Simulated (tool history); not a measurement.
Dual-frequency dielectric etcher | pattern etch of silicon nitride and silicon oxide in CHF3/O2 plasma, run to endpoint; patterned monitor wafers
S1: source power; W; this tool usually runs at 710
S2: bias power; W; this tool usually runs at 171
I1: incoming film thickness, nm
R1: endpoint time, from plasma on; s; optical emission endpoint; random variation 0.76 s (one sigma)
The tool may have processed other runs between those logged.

run   hour   S1   S2     I1     R1
  1    0.0  710  147  293.0  197.1
  2   26.2  710  147  290.2  196.0
  3   32.5  710  171  293.1  187.8
  4   39.5  710  171  289.9  184.6
  5   52.5  710  171  296.9  190.7
      85.7  -- wet clean of the chamber
  6   86.2  710  171  293.7  179.7
  7   86.5  710  171  290.3  176.6
  8   86.9  850  194  292.8  158.7
  9  101.7  850  194  292.4  160.1
 10  115.1  850  194  293.9  160.4
 11  123.6  710  171  291.2  177.7
 12  135.6  710  154  293.3  186.6
 13  144.4  660  193  290.7  175.6
 14  166.4  550  131  292.0  219.2
 15  178.1  710  171  294.4  180.3
     186.4  -- source power generator calibrated
 16  191.3  820  206  293.4  158.9
     221.6  -- bias power generator calibrated
     224.4  -- upper electrode replaced
 17  224.9  790  128  291.6  191.9
 18  225.3  710  171  291.7  180.3
 19  238.0  610  147  295.0  205.1
 20  244.9  860  157  286.3  169.2
 21  254.8  710  171  291.0  181.4
 22  270.2  850  194  289.7  158.8
 23  284.7  790  141  293.2  187.4

What if the next run were any one of these 5? Each begins from the tool's condition after run 23:
  A  285.2  760  171  291.4   ?
  B  285.2  710  132  291.4   ?
  C  285.2  660  156  291.4   ?
  D  285.2  810  160  291.4   ?
  E  285.2  550  171  291.4   ?

run     R1
  A  175.9
  B  198.7
  C  192.5
  D  175.7
  E  200.1
Take away the tool's hidden state, keep each run's random variation, and the runs would have read:
run     R1
  A  173.1
  B  195.7
  C  189.6
  D  173.0
  E  197.0
